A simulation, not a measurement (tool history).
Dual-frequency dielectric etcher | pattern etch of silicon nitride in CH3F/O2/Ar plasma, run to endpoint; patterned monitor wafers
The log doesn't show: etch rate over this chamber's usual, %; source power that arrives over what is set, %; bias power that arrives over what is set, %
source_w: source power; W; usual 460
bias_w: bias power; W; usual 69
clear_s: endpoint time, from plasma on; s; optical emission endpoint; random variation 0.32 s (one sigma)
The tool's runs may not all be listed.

| run | hour | source_w | bias_w | wafers since the last listed run | hours since the last wet clean | hours since the last source power generator calibration | hours since the last bias power generator calibration | hours since the last upper electrode change | incoming incoming film thickness, nm | clear_s |
|---|---|---|---|---|---|---|---|---|---|---|
| 1 | 0.0 | 460 | 69 | 0 | 669.8 | 1685.5 | 2406.6 | 3024.4 | 34.68 | 49.8 |
|  | 29.2 | wet clean of the chamber |
| 2 | 65.5 | 460 | 69 | 532 | 36.3 | 1751.0 | 2472.1 | 3089.9 | 35.07 | 51.1 |
| 3 | 125.1 | 460 | 69 | 765 | 95.9 | 1810.6 | 2531.7 | 3149.5 | 34.92 | 51.0 |
| 4 | 175.8 | 460 | 69 | 651 | 146.6 | 1861.3 | 2582.4 | 3200.2 | 34.96 | 50.5 |
| 5 | 242.2 | 460 | 69 | 852 | 213.0 | 1927.7 | 2648.8 | 3266.6 | 35.13 | 51.6 |
| 6 | 294.4 | 530 | 69 | 670 | 265.2 | 1979.9 | 2701.0 | 3318.8 | 35.31 | 48.1 |
| 7 | 330.3 | 530 | 69 | 461 | 301.1 | 2015.8 | 2736.9 | 3354.7 | 34.87 | 46.9 |
| 8 | 471.5 | 400 | 69 | 1813 | 442.3 | 2157.0 | 2878.1 | 3495.9 | 34.88 | 55.7 |
|  | 532.7 | upper electrode replaced |
| 9 | 537.6 | 400 | 69 | 540 | 508.4 | 2223.1 | 2944.2 | 4.9 | 35.49 | 56.4 |
| 10 | 585.1 | 400 | 69 | 610 | 555.9 | 2270.6 | 2991.7 | 52.4 | 34.90 | 56.1 |
| 11 | 655.1 | 460 | 69 | 899 | 625.9 | 2340.6 | 3061.7 | 122.4 | 35.41 | 51.7 |
| 12 | 687.6 | 460 | 69 | 417 | 658.4 | 2373.1 | 3094.2 | 154.9 | 35.17 | 51.2 |
|  | 718.6 | wet clean of the chamber |
|  | 727.5 | bias power generator calibrated |
| 13 | 728.0 | 460 | 69 | 159 | 9.4 | 2413.5 | 0.5 | 195.3 | 35.36 | 51.2 |
| 14 | 778.0 | 460 | 69 | 642 | 59.4 | 2463.5 | 50.5 | 245.3 | 35.22 | 51.3 |
| 15 | 847.2 | 460 | 69 | 888 | 128.6 | 2532.7 | 119.7 | 314.5 | 35.03 | 51.1 |
| 16 | 880.9 | 460 | 69 | 432 | 162.3 | 2566.4 | 153.4 | 348.2 | 35.34 | 52.1 |
| 17 | 914.8 | 410 | 56 | 435 | 196.2 | 2600.3 | 187.3 | 382.1 | 35.46 | 58.0 |
| 18 | 950.8 | 460 | 61 | 462 | 232.2 | 2636.3 | 223.3 | 418.1 | 35.21 | 52.5 |
| 19 | 987.4 | 460 | 62 | 470 | 268.8 | 2672.9 | 259.9 | 454.7 | 34.87 | 51.4 |
| 20 | 1114.5 | 550 | 76 | 1632 | 395.9 | 2800.0 | 387.0 | 581.8 | 35.01 | 45.0 |
| 21 | 1176.2 | 460 | 81 | 792 | 457.6 | 2861.7 | 448.7 | 643.5 | 35.36 | 49.7 |
| 22 | 1205.8 | 560 | 82 | 380 | 487.2 | 2891.3 | 478.3 | 673.1 | 35.74 | 44.2 |
| 23 | 1250.4 | 460 | 85 | 572 | 531.8 | 2935.9 | 522.9 | 717.7 | 35.39 | 48.9 |
| 24 | 1321.8 | 510 | 79 | 916 | 603.2 | 3007.3 | 594.3 | 789.1 | 35.34 | 47.5 |
| 25 | 1353.3 | 570 | 81 | 404 | 634.7 | 3038.8 | 625.8 | 820.6 | 35.38 | 44.4 |
|  | 1375.5 | source power generator calibrated |
| 26 | 1413.7 | 460 | 62 | 724 | 695.1 | 38.2 | 686.2 | 881.0 | 35.24 | 52.3 |
|  | 1445.4 | wet clean of the chamber |
| 27 | 1454.8 | 460 | 69 | 219 | 9.4 | 79.3 | 727.3 | 922.1 | 34.87 | 50.3 |
| 28 | 1492.4 | 380 | 85 | 482 | 47.0 | 116.9 | 764.9 | 959.7 | 35.34 | 55.5 |
| 29 | 1544.6 | 360 | 78 | 670 | 99.2 | 169.1 | 817.1 | 1011.9 | 35.34 | 59.2 |
| 30 | 1590.0 | 510 | 74 | 583 | 144.6 | 214.5 | 862.5 | 1057.3 | 34.96 | 47.1 |
| 31 | 1639.6 | 390 | 76 | 637 | 194.2 | 264.1 | 912.1 | 1106.9 | 35.19 | 55.6 |
| 32 | 1681.3 | 460 | 69 | 535 | 235.9 | 305.8 | 953.8 | 1148.6 | 34.93 | 51.0 |
| 33 | 1708.1 | 380 | 55 | 344 | 262.7 | 332.6 | 980.6 | 1175.4 | 35.33 | 60.7 |
| 34 | 1760.0 | 410 | 82 | 666 | 314.6 | 384.5 | 1032.5 | 1227.3 | 35.15 | 52.9 |
| 35 | 1826.9 | 370 | 85 | 859 | 381.5 | 451.4 | 1099.4 | 1294.2 | 35.49 | 57.2 |

Forecast each of these 4 alternatives for the next run:
| A | 1827.3 | 370 | 69 | 5 | 381.9 | 451.8 | 1099.8 | 1294.6 | 35.02 | ? |
| B | 1827.3 | 430 | 74 | 5 | 381.9 | 451.8 | 1099.8 | 1294.6 | 35.02 | ? |
| C | 1827.3 | 500 | 84 | 5 | 381.9 | 451.8 | 1099.8 | 1294.6 | 35.02 | ? |
| D | 1827.3 | 350 | 79 | 5 | 381.9 | 451.8 | 1099.8 | 1294.6 | 35.02 | ? |

| run | clear_s |
|---|---|
| A | 58.7 |
| B | 52.3 |
| C | 46.4 |
| D | 59.3 |
Without the tool's hidden state the same runs would have given:
| run | clear_s |
|---|---|
| A | 58.7 |
| B | 52.3 |
| C | 46.4 |
| D | 59.3 |

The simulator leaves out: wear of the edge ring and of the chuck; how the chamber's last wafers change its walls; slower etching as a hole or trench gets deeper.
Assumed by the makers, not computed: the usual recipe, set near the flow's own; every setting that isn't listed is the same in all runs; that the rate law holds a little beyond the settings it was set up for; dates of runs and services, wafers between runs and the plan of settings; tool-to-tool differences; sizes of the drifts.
